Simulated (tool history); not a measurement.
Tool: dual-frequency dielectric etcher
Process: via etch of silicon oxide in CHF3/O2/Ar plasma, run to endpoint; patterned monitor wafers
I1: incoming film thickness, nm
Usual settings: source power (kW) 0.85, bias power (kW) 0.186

{"run": 1, "day": 0.0, "source power (kW)": 0.85, "bias power (kW)": 0.186, "I1": 589.6, "endpoint time (s)": 233.1}
{"run": 2, "day": 0.25, "source power (kW)": 0.85, "bias power (kW)": 0.172, "I1": 593.6, "endpoint time (s)": 237}
{"run": 3, "day": 0.717, "source power (kW)": 0.85, "bias power (kW)": 0.172, "I1": 595.6, "endpoint time (s)": 238.8}
{"run": 4, "day": 1.342, "source power (kW)": 0.85, "bias power (kW)": 0.172, "I1": 591.4, "endpoint time (s)": 237.4}
{"run": 5, "day": 1.75, "source power (kW)": 0.85, "bias power (kW)": 0.159, "I1": 591.6, "endpoint time (s)": 239.5}
{"run": 6, "day": 2.008, "source power (kW)": 0.85, "bias power (kW)": 0.186, "I1": 592.2, "endpoint time (s)": 234.3}
{"run": 7, "day": 2.717, "source power (kW)": 0.85, "bias power (kW)": 0.186, "I1": 595.9, "endpoint time (s)": 235.6}
{"run": 8, "day": 3.096, "source power (kW)": 0.85, "bias power (kW)": 0.186, "I1": 597.1, "endpoint time (s)": 236.8}
{"day": 4.108, "done": "upper electrode replaced"}
{"day": 5.112, "done": "wet clean of the chamber"}
{"run": 9, "day": 5.133, "source power (kW)": 0.85, "bias power (kW)": 0.186, "I1": 595.1, "endpoint time (s)": 243}
{"run": 10, "day": 5.15, "source power (kW)": 0.77, "bias power (kW)": 0.206, "I1": 592.5, "endpoint time (s)": 247}
{"run": 11, "day": 5.167, "source power (kW)": 0.85, "bias power (kW)": 0.186, "I1": 591.8, "endpoint time (s)": 241.7}
{"run": 12, "day": 5.183, "source power (kW)": 0.85, "bias power (kW)": 0.186, "I1": 593.8, "endpoint time (s)": 244}
{"run": 13, "day": 5.525, "source power (kW)": 0.99, "bias power (kW)": 0.22, "I1": 595.1, "endpoint time (s)": 223.2}
{"run": 14, "day": 6.246, "source power (kW)": 0.68, "bias power (kW)": 0.203, "I1": 588.4, "endpoint time (s)": 256.8}
{"run": 15, "day": 6.821, "source power (kW)": 0.85, "bias power (kW)": 0.186, "I1": 599, "endpoint time (s)": 245}
{"run": 16, "day": 7.117, "source power (kW)": 0.85, "bias power (kW)": 0.22, "I1": 596.8, "endpoint time (s)": 237}
{"day": 7.479, "done": "source power generator calibrated"}
{"day": 7.6, "done": "bias power generator calibrated"}
{"run": 17, "day": 7.621, "source power (kW)": 0.85, "bias power (kW)": 0.186, "I1": 596.7, "endpoint time (s)": 243}
{"run": 18, "day": 7.838, "source power (kW)": 0.77, "bias power (kW)": 0.228, "I1": 594, "endpoint time (s)": 241.1}
{"run": 19, "day": 8.208, "source power (kW)": 0.93, "bias power (kW)": 0.174, "I1": 593.1, "endpoint time (s)": 237.2}
{"run": 20, "day": 8.796, "source power (kW)": 0.97, "bias power (kW)": 0.218, "I1": 593.8, "endpoint time (s)": 224.2}
{"run": 21, "day": 9.208, "source power (kW)": 0.7, "bias power (kW)": 0.172, "I1": 593, "endpoint time (s)": 263.3}
{"run": 22, "day": 9.508, "source power (kW)": 0.85, "bias power (kW)": 0.186, "I1": 597.6, "endpoint time (s)": 242.5}
{"run": 23, "day": 9.992, "source power (kW)": 1.04, "bias power (kW)": 0.211, "I1": 594.1, "endpoint time (s)": 218.7}
{"run": 24, "day": 10.321, "source power (kW)": 0.85, "bias power (kW)": 0.15, "I1": 597.8, "endpoint time (s)": 249.8}

What the log doesn't show, run by run:
source power that arrives over what is set, %: 0 in every run
bias power that arrives over what is set, %: 0 in every run
H1: etch rate over this chamber's usual, %
run=1 H1=3.67
run=2 H1=3.71
run=3 H1=3.79
run=4 H1=3.89
run=5 H1=3.96
run=6 H1=4.01
run=7 H1=4.13
run=8 H1=4.19
run=9 H1=0.185
run=10 H1=0.188
run=11 H1=0.191
run=12 H1=0.194
run=13 H1=0.252
run=14 H1=0.374
run=15 H1=0.472
run=16 H1=0.522
run=17 H1=0.608
run=18 H1=0.645
run=19 H1=0.708
run=20 H1=0.808
run=21 H1=0.878
run=22 H1=0.929
run=23 H1=1.01
run=24 H1=1.07
